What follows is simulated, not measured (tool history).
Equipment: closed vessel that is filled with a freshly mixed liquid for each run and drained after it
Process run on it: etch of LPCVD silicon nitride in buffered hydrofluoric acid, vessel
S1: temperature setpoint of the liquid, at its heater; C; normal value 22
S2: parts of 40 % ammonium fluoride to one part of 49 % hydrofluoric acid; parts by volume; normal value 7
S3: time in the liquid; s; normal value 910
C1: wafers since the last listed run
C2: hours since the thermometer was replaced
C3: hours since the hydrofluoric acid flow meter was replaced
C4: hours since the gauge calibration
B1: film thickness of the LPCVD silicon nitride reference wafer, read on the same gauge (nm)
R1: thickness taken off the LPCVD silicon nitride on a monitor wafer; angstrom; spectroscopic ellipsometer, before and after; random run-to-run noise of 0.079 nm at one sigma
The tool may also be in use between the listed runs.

run 1 hour=0 | S1=22 S2=7 S3=910 | C1=0 C2=567 C3=1714 C4=51 | B1=70.01 | R1=139.4
run 2 hour=221.5 | S1=22 S2=7 S3=910 | C1=13133 C2=788.5 C3=1935.5 C4=272.5 | B1=70.01 | R1=140.7
run 3 hour=265.5 | S1=22 S2=7 S3=565 | C1=2608 C2=832.5 C3=1979.5 C4=316.5 | B1=70.01 | R1=87.1
run 4 hour=307.5 | S1=22 S2=7 S3=910 | C1=2490 C2=874.5 C3=2021.5 C4=358.5 | B1=69.97 | R1=141.1
run 5 hour=402.9 | S1=22 S2=7 S3=910 | C1=5656 C2=969.9 C3=2116.9 C4=453.9 | B1=70 | R1=140.7
run 6 hour=460.8 | S1=22 S2=7 S3=910 | C1=3433 C2=1027.8 C3=2174.8 C4=511.8 | B1=70.04 | R1=140.6
run 7 hour=526.5 | S1=23 S2=7 S3=910 | C1=3895 C2=1093.5 C3=2240.5 C4=577.5 | B1=69.99 | R1=147.9
run 8 hour=610.7 | S1=23 S2=7 S3=910 | C1=4992 C2=1177.7 C3=2324.7 C4=661.7 | B1=69.99 | R1=148.9
-- hour=623.3 hydrofluoric acid flow meter replaced
run 9 hour=841.3 | S1=24.5 S2=7 S3=910 | C1=13614 C2=1408.3 C3=218 C4=892.3 | B1=69.99 | R1=173.3
run 10 hour=929.7 | S1=24 S2=5.5 S3=1185 | C1=5241 C2=1496.7 C3=306.4 C4=980.7 | B1=70.02 | R1=270
run 11 hour=1002.9 | S1=25.5 S2=8 S3=545 | C1=4340 C2=1569.9 C3=379.6 C4=1053.9 | B1=70.01 | R1=95
run 12 hour=1109.1 | S1=22 S2=8.5 S3=1325 | C1=6297 C2=1676.1 C3=485.8 C4=1160.1 | B1=70.04 | R1=176.9
run 13 hour=1175.4 | S1=24.5 S2=5 S3=460 | C1=3931 C2=1742.4 C3=552.1 C4=1226.4 | B1=70.01 | R1=116.8
-- hour=1196.2 thermometer replaced
-- hour=1301.3 gauge calibrated
run 14 hour=1496.6 | S1=22 S2=7 S3=910 | C1=18986 C2=300.4 C3=873.3 C4=195.3 | B1=70.01 | R1=143.8
run 15 hour=1571.8 | S1=23 S2=7 S3=910 | C1=4458 C2=375.6 C3=948.5 C4=270.5 | B1=70 | R1=151.3
run 16 hour=1613 | S1=22 S2=7 S3=910 | C1=2442 C2=416.8 C3=989.7 C4=311.7 | B1=69.99 | R1=143.1
run 17 hour=1714.6 | S1=20 S2=8 S3=450 | C1=6024 C2=518.4 C3=1091.3 C4=413.3 | B1=69.98 | R1=54.4

Each row is a separate what-if for the run after 17, all from the same tool condition, not one after another. Results?
run A hour=1715.5 | S1=22 S2=7 S3=910 | C1=53 C2=519.3 C3=1092.2 C4=414.2 | B1=? | R1=?
run B hour=1715.5 | S1=22 S2=9 S3=910 | C1=53 C2=519.3 C3=1092.2 C4=414.2 | B1=? | R1=?
run C hour=1715.5 | S1=22 S2=8 S3=1355 | C1=53 C2=519.3 C3=1092.2 C4=414.2 | B1=? | R1=?
run D hour=1715.5 | S1=22 S2=5 S3=910 | C1=53 C2=519.3 C3=1092.2 C4=414.2 | B1=? | R1=?

run=A B1=70.01 R1=142.7
run=B B1=70.01 R1=111.4
run=C B1=70.01 R1=183.8
run=D B1=70.01 R1=192.8
Stripped of hidden state, with their random variation kept, the same runs would have yielded:
run=A R1=149.1
run=B R1=113.6
run=C R1=192.1
run=D R1=198.8

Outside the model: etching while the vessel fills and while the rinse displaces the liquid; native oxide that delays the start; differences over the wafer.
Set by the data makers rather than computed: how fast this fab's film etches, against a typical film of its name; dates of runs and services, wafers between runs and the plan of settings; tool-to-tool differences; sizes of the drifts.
